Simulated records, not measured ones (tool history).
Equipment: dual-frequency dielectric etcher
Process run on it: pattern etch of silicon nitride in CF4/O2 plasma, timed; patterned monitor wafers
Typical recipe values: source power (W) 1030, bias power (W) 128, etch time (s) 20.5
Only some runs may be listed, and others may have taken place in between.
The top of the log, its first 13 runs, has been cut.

run   hour  source power (W)  bias power (W)  etch time (s)  read-back reference wafer on the same gauge, depth_nm  mean etch depth across the wafer (nm)
     162.3  -- bias power generator calibrated
 14  167.6              1030             128           20.5                                                   69.0                                   63.1
 15  184.5              1030             100           20.5                                                   68.9                                   60.2
 16  199.8              1030             128           20.5                                                   69.0                                   63.4
 17  209.7              1030             128           20.5                                                   69.0                                   63.4
 18  225.6              1160             128           20.5                                                   69.0                                   67.8
     225.7  -- gauge calibrated
 19  243.1              1220             155           16.0                                                   69.0                                   56.7
 20  257.2              1030             140           20.5                                                   69.1                                   64.5
 21  267.9               810             128           16.0                                                   69.0                                   43.9
 22  280.6              1030             128           20.5                                                   69.0                                   63.2
 23  289.6               870             142           15.0                                                   69.1                                   43.4
 24  299.5              1030             111           20.5                                                   69.0                                   61.3
 25  312.0              1030             138           15.5                                                   69.0                                   48.5
 26  323.4              1030             153           16.5                                                   69.0                                   53.0
 27  333.3              1030             147           20.5                                                   68.9                                   65.1
 28  340.2               800             128           20.5                                                   69.0                                   55.4
 29  357.5              1030             128           20.5                                                   69.0                                   63.2
 30  371.3              1180             120           26.5                                                   69.0                                   86.6
 31  380.9              1030             128           20.5                                                   69.0                                   62.9

Each row is a separate what-if for the run after 31, all from the same tool condition, not one after another. Results?
  A  381.3              1030             128           20.5                                                      ?                                      ?
  B  381.3               920             128           17.0                                                      ?                                      ?
  C  381.3              1030             118           20.5                                                      ?                                      ?

run  read-back reference wafer on the same gauge, depth_nm  mean etch depth across the wafer (nm)
  A                                                   69.0                                   62.9
  B                                                   69.0                                   49.2
  C                                                   69.0                                   61.8
Take away the tool's hidden state, keep each run's random variation, and the runs would have read:
run  mean etch depth across the wafer (nm)
  A                                   63.3
  B                                   49.5
  C                                   62.2
